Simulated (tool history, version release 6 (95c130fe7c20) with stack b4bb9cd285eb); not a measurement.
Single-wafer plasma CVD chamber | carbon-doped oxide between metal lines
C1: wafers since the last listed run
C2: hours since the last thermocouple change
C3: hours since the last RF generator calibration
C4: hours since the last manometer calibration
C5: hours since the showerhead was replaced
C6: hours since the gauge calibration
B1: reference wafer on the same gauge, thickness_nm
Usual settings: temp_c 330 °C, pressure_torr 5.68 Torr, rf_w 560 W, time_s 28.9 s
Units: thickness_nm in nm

run 1 hour=0 | temp_c=330 pressure_torr=5.68 rf_w=560 time_s=30.1 | C1=0 C2=1463.7 C3=2293 C4=1233.8 C5=5339.1 C6=158.4 | B1=166.142 | thickness_nm=185.614
run 2 hour=13.3 | temp_c=330 pressure_torr=5.68 rf_w=560 time_s=28.9 | C1=328 C2=1477 C3=2306.3 C4=1247.1 C5=5352.4 C6=171.7 | B1=165.968 | thickness_nm=179.093
run 3 hour=24.2 | temp_c=330 pressure_torr=5.68 rf_w=560 time_s=31.5 | C1=269 C2=1487.9 C3=2317.2 C4=1258 C5=5363.3 C6=182.6 | B1=166.277 | thickness_nm=193.962
run 4 hour=41.9 | temp_c=330 pressure_torr=5.68 rf_w=530 time_s=25.4 | C1=437 C2=1505.6 C3=2334.9 C4=1275.7 C5=5381 C6=200.3 | B1=165.833 | thickness_nm=154.115
run 5 hour=53.5 | temp_c=330 pressure_torr=5.68 rf_w=530 time_s=25.4 | C1=286 C2=1517.2 C3=2346.5 C4=1287.3 C5=5392.6 C6=211.9 | B1=165.934 | thickness_nm=153.231
-- hour=68.2 capacitance manometer re-zeroed and calibrated
run 6 hour=68.7 | temp_c=330 pressure_torr=5.68 rf_w=560 time_s=28.9 | C1=177 C2=1532.4 C3=2361.7 C4=0.5 C5=5407.8 C6=227.1 | B1=166.092 | thickness_nm=177.897
-- hour=77.4 RF generator calibrated
-- hour=84.9 showerhead replaced
run 7 hour=85.4 | temp_c=330 pressure_torr=5.68 rf_w=560 time_s=28.9 | C1=29 C2=1549.1 C3=8 C4=17.2 C5=0.5 C6=243.8 | B1=165.797 | thickness_nm=179.568
run 8 hour=87.5 | temp_c=330 pressure_torr=5.68 rf_w=560 time_s=28.9 | C1=51 C2=1551.2 C3=10.1 C4=19.3 C5=2.6 C6=245.9 | B1=166.313 | thickness_nm=179.567
-- hour=96.3 gauge calibrated
run 9 hour=99.9 | temp_c=330 pressure_torr=5.68 rf_w=560 time_s=28.9 | C1=306 C2=1563.6 C3=22.5 C4=31.7 C5=15 C6=3.6 | B1=166.069 | thickness_nm=178.195
run 10 hour=116.1 | temp_c=330 pressure_torr=5.68 rf_w=560 time_s=28.9 | C1=400 C2=1579.8 C3=38.7 C4=47.9 C5=31.2 C6=19.8 | B1=165.902 | thickness_nm=176.846
run 11 hour=131.5 | temp_c=330 pressure_torr=5.68 rf_w=560 time_s=33.3 | C1=380 C2=1595.2 C3=54.1 C4=63.3 C5=46.6 C6=35.2 | B1=165.745 | thickness_nm=204.604
run 12 hour=138.6 | temp_c=330 pressure_torr=5.68 rf_w=560 time_s=28.9 | C1=175 C2=1602.3 C3=61.2 C4=70.4 C5=53.7 C6=42.3 | B1=166.18 | thickness_nm=177.997
run 13 hour=149 | temp_c=324 pressure_torr=4.34 rf_w=560 time_s=28.9 | C1=256 C2=1612.7 C3=71.6 C4=80.8 C5=64.1 C6=52.7 | B1=166.109 | thickness_nm=174.093
run 14 hour=155.6 | temp_c=330 pressure_torr=5.68 rf_w=560 time_s=32.3 | C1=163 C2=1619.3 C3=78.2 C4=87.4 C5=70.7 C6=59.3 | B1=166.25 | thickness_nm=199.409
run 15 hour=164.2 | temp_c=318 pressure_torr=6.49 rf_w=560 time_s=32.9 | C1=212 C2=1627.9 C3=86.8 C4=96 C5=79.3 C6=67.9 | B1=166.099 | thickness_nm=215.004
run 16 hour=179.3 | temp_c=330 pressure_torr=5.68 rf_w=560 time_s=28.9 | C1=372 C2=1643 C3=101.9 C4=111.1 C5=94.4 C6=83 | B1=166.077 | thickness_nm=178.056
run 17 hour=187.4 | temp_c=330 pressure_torr=5.68 rf_w=560 time_s=31.5 | C1=200 C2=1651.1 C3=110 C4=119.2 C5=102.5 C6=91.1 | B1=165.825 | thickness_nm=194.155
run 18 hour=201.8 | temp_c=330 pressure_torr=5.68 rf_w=560 time_s=31.6 | C1=355 C2=1665.5 C3=124.4 C4=133.6 C5=116.9 C6=105.5 | B1=166.292 | thickness_nm=194.414
-- hour=213.4 thermocouple changed; heater temperature recalibrated
run 19 hour=219.7 | temp_c=330 pressure_torr=5.68 rf_w=560 time_s=31.5 | C1=244 C2=6.3 C3=142.3 C4=151.5 C5=134.8 C6=123.4 | B1=165.987 | thickness_nm=193.187
run 20 hour=227.9 | temp_c=336 pressure_torr=5.68 rf_w=560 time_s=28.9 | C1=202 C2=14.5 C3=150.5 C4=159.7 C5=143 C6=131.6 | B1=166.091 | thickness_nm=174.338
run 21 hour=236.3 | temp_c=330 pressure_torr=6.16 rf_w=560 time_s=28.9 | C1=207 C2=22.9 C3=158.9 C4=168.1 C5=151.4 C6=140 | B1=165.93 | thickness_nm=179.691
run 22 hour=244.7 | temp_c=330 pressure_torr=5.68 rf_w=560 time_s=24.6 | C1=207 C2=31.3 C3=167.3 C4=176.5 C5=159.8 C6=148.4 | B1=165.939 | thickness_nm=151.083
run 23 hour=257.9 | temp_c=320 pressure_torr=5.68 rf_w=660 time_s=28.9 | C1=326 C2=44.5 C3=180.5 C4=189.7 C5=173 C6=161.6 | B1=165.968 | thickness_nm=198.775
run 24 hour=269.6 | temp_c=322 pressure_torr=5.68 rf_w=595 time_s=28.9 | C1=288 C2=56.2 C3=192.2 C4=201.4 C5=184.7 C6=173.3 | B1=165.738 | thickness_nm=189.347
run 25 hour=275.8 | temp_c=330 pressure_torr=5.68 rf_w=505 time_s=28.9 | C1=153 C2=62.4 C3=198.4 C4=207.6 C5=190.9 C6=179.5 | B1=166.021 | thickness_nm=170.404
run 26 hour=282.5 | temp_c=330 pressure_torr=5.68 rf_w=560 time_s=33.8 | C1=165 C2=69.1 C3=205.1 C4=214.3 C5=197.6 C6=186.2 | B1=166.055 | thickness_nm=208.909
-- hour=291.1 gauge calibrated
run 27 hour=300.1 | temp_c=322 pressure_torr=5.68 rf_w=560 time_s=28.9 | C1=434 C2=86.7 C3=222.7 C4=231.9 C5=215.2 C6=9 | B1=166.104 | thickness_nm=184.953
run 28 hour=314 | temp_c=317 pressure_torr=5.68 rf_w=620 time_s=28.9 | C1=343 C2=100.6 C3=236.6 C4=245.8 C5=229.1 C6=22.9 | B1=165.936 | thickness_nm=197.178
run 29 hour=328.3 | temp_c=340 pressure_torr=6.43 rf_w=650 time_s=32.4 | C1=353 C2=114.9 C3=250.9 C4=260.1 C5=243.4 C6=37.2 | B1=165.792 | thickness_nm=207.605

The tool's hidden state at each run:
wafer temperature above the value expected at the setpoint (K): 0 in every run
delivered RF power above the setpoint (%): 0 in every run
true pressure above the setpoint (%): 0 in every run
gauge reads high (%): 0 in every run
